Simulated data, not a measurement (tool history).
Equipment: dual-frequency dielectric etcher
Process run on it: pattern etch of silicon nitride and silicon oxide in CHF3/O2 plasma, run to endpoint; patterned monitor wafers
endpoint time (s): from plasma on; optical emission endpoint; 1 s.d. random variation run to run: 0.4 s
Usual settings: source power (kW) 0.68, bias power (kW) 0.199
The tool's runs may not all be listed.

run	hour	source power (kW)	bias power (kW)	incoming incoming film thickness, nm	endpoint time (s)
1	0	0.62	0.209	182.5	100.3
2	106.7	0.62	0.209	183.1	101.5
# hour 160.3: source power generator calibrated
3	169.7	0.68	0.22	184.9	93.6
# hour 254.9: upper electrode replaced
# hour 273.4: wet clean of the chamber
4	273.9	0.68	0.22	181.3	92.2
5	280.4	0.68	0.22	181.7	92.2
6	363	0.68	0.199	183.4	98.4
7	421.4	0.68	0.199	182.9	97.9
8	498.7	0.8	0.236	182.8	84.3
9	598	0.68	0.199	182.6	98.5
10	634	0.68	0.199	182.8	98.4
11	677.2	0.68	0.199	180.7	96.6
12	739.9	0.58	0.246	181.6	93.3
13	822.4	0.68	0.199	184.2	98.7
14	875.4	0.85	0.183	180.7	92.6
15	918.6	0.59	0.199	183	103.5
16	973.5	0.63	0.199	184.3	102
# hour 999.2: wet clean of the chamber
17	1018.8	0.61	0.232	181.6	94.8
18	1097.4	0.68	0.199	182.5	98.5
19	1136.1	0.68	0.199	183	98.6
20	1215.2	0.57	0.224	184.6	99.9
21	1254.2	0.76	0.199	184.6	94.8
22	1347.1	0.78	0.199	183.8	93.9
23	1414.5	0.68	0.242	184.8	90.4
24	1589.8	0.62	0.234	182.9	94.8
# hour 1706.9: bias power generator calibrated
# hour 1812.3: wet clean of the chamber
25	1887.1	0.68	0.199	184.8	98
26	1932.1	0.58	0.199	182.8	102.6
27	1996.6	0.68	0.199	182.9	96.6
28	2073.9	0.68	0.199	184.4	98.2
29	2153.3	0.68	0.175	183.7	104.9
30	2212.1	0.68	0.199	184.3	97.3
31	2257.5	0.51	0.153	182.1	126.3
32	2303.6	0.55	0.152	182.8	123.8
33	2396.7	0.68	0.159	182.9	110.6
# hour 2617.4: wet clean of the chamber
34	2629.1	0.68	0.199	183.9	97.7
35	2679	0.74	0.177	184.7	101.7

Table of differences, measured result less the result of that run with no hidden state. Run-to-run variation is the same in both. Gauge scatter possibly is not:
The tool's hidden condition here consists of: etch rate over this chamber's usual, %; source power that arrives over what is set, %; bias power that arrives over what is set, %.
run	endpoint time (s)
1	+3.5
2	+3.7
3	+1.4
4	+1.5
5	+1.5
6	+1.6
7	+1.6
8	+1.5
9	+1.8
10	+1.8
11	+1.8
12	+1.9
13	+1.9
14	+1.7
15	+2.2
16	+2.2
17	+2.2
18	+2.2
19	+2.2
20	+2.4
21	+2.2
22	+2.2
23	+2.4
24	+2.6
25	+0.5
26	+0.6
27	+0.7
28	+0.7
29	+0.9
30	+0.9
31	+1.2
32	+1.3
33	+1.3
34	+1.5
35	+1.6

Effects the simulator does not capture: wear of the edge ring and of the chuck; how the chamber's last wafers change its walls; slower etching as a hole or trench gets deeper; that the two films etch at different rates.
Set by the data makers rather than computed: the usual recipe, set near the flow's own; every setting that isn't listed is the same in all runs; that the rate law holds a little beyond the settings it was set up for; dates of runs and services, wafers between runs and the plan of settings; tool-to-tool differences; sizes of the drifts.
